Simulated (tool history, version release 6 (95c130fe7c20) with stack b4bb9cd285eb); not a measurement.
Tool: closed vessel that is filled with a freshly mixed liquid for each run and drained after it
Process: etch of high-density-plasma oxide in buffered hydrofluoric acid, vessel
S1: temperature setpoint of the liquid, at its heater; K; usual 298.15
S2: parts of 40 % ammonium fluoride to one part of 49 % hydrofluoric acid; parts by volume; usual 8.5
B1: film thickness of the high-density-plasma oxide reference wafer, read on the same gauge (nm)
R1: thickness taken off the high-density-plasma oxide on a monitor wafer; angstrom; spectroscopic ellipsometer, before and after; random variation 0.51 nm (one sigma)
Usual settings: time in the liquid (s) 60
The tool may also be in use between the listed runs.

Run 1, hour 0: usual settings; B1 39.99. Result: R1 974.5 angstrom.
Run 2, hour 68: usual settings; B1 40.01. Result: R1 967.2 angstrom.
Run 3, hour 110.8: usual settings; B1 40. Result: R1 963.7 angstrom.
Run 4, hour 147.9: usual settings but S1 301.15 K, S2 6 parts by volume; B1 39.99. Result: R1 1613.6 angstrom.
At hour 175.3: gauge calibrated.
Run 5, hour 177.8: usual settings but S1 301.15 K, S2 6 parts by volume; B1 40.01. Result: R1 1608.3 angstrom.
Run 6, hour 237.4: usual settings but S1 301.15 K, S2 6 parts by volume; B1 40. Result: R1 1596.6 angstrom.
Run 7, hour 291.5: usual settings; B1 40. Result: R1 964.1 angstrom.
Run 8, hour 339.7: usual settings; B1 40.02. Result: R1 976.5 angstrom.
Run 9, hour 377.9: usual settings; B1 39.98. Result: R1 980.7 angstrom.
Run 10, hour 426: usual settings but S1 301.15 K, S2 9.5 parts by volume; B1 39.99. Result: R1 1049.4 angstrom.
Run 11, hour 481.1: usual settings but S1 301.15 K, S2 9.5 parts by volume; B1 40. Result: R1 1049.7 angstrom.
At hour 500.1: thermometer replaced.
Run 12, hour 550.3: usual settings; B1 39.99. Result: R1 924.3 angstrom.
Run 13, hour 598.7: usual settings but S2 5.5 parts by volume; B1 40.03. Result: R1 1407.1 angstrom.
Run 14, hour 644.1: usual settings; B1 40.01. Result: R1 922.6 angstrom.
Run 15, hour 702.4: usual settings; B1 40.02. Result: R1 931.4 angstrom.
Run 16, hour 764.3: usual settings but S1 294.15 K, S2 7.5 parts by volume, time in the liquid (s) 40; B1 40.01. Result: R1 570.7 angstrom.
Run 17, hour 828.4: usual settings but S1 302.65 K, S2 11.5 parts by volume, time in the liquid (s) 40; B1 40.01. Result: R1 604.1 angstrom.
Run 18, hour 886.1: usual settings; B1 40. Result: R1 930.6 angstrom.
Run 19, hour 942.7: usual settings but S2 7 parts by volume, time in the liquid (s) 85; B1 40. Result: R1 1634 angstrom.
Run 20, hour 1007.2: usual settings but time in the liquid (s) 45; B1 39.99. Result: R1 700.8 angstrom.
Run 21, hour 1034.1: usual settings; B1 39.99. Result: R1 940.6 angstrom.
At hour 1064.1: hydrofluoric acid flow meter replaced.
Run 22, hour 1101: usual settings but time in the liquid (s) 50; B1 40.01. Result: R1 781.8 angstrom.
Run 23, hour 1131.5: usual settings but S2 5.5 parts by volume; B1 40.01. Result: R1 1428.7 angstrom.
Run 24, hour 1186.9: usual settings; B1 40. Result: R1 928.1 angstrom.
Run 25, hour 1214.7: usual settings but time in the liquid (s) 85; B1 39.99. Result: R1 1330.2 angstrom.
Run 26, hour 1283.1: usual settings but S1 301.15 K, S2 7 parts by volume, time in the liquid (s) 40; B1 39.99. Result: R1 906.6 angstrom.
Run 27, hour 1349.4: usual settings; B1 40.03. Result: R1 939.7 angstrom.
Run 28, hour 1421.1: usual settings but S1 294.15 K, S2 5.5 parts by volume; B1 40.01. Result: R1 1157.6 angstrom.
At hour 1464.1: gauge calibrated.
Run 29, hour 1486.2: usual settings but S2 12 parts by volume; B1 40.01. Result: R1 705.7 angstrom.
Run 30, hour 1529.5: usual settings but S1 295.15 K, S2 5.5 parts by volume, time in the liquid (s) 70; B1 40.01. Result: R1 1427.3 angstrom.

Measured less the same run without the tool's hidden state. The same run-to-run variation is in both; the gauge's scatter may not be:
The hidden state here: liquid hotter than its thermometer reads (K); hydrofluoric acid flow above the setpoint (%); gauge reads high (%).
run     R1
  1  +53.7
  2  +54.7
  3    +56
  4  +93.5
  5  +94.7
  6  +96.5
  7  +60.9
  8  +63.2
  9  +64.4
 10  +68.7
 11  +70.3
 12  +10.4
 13  +18.1
 14  +13.4
 15    +15
 16  +10.3
 17  +11.6
 18  +19.9
 19  +37.6
 20  +17.6
 21  +24.1
 22  +21.7
 23    +41
 24  +28.2
 25    +41
 26  +29.3
 27  +32.9
 28    +44
 29  +27.3
 30  +58.4
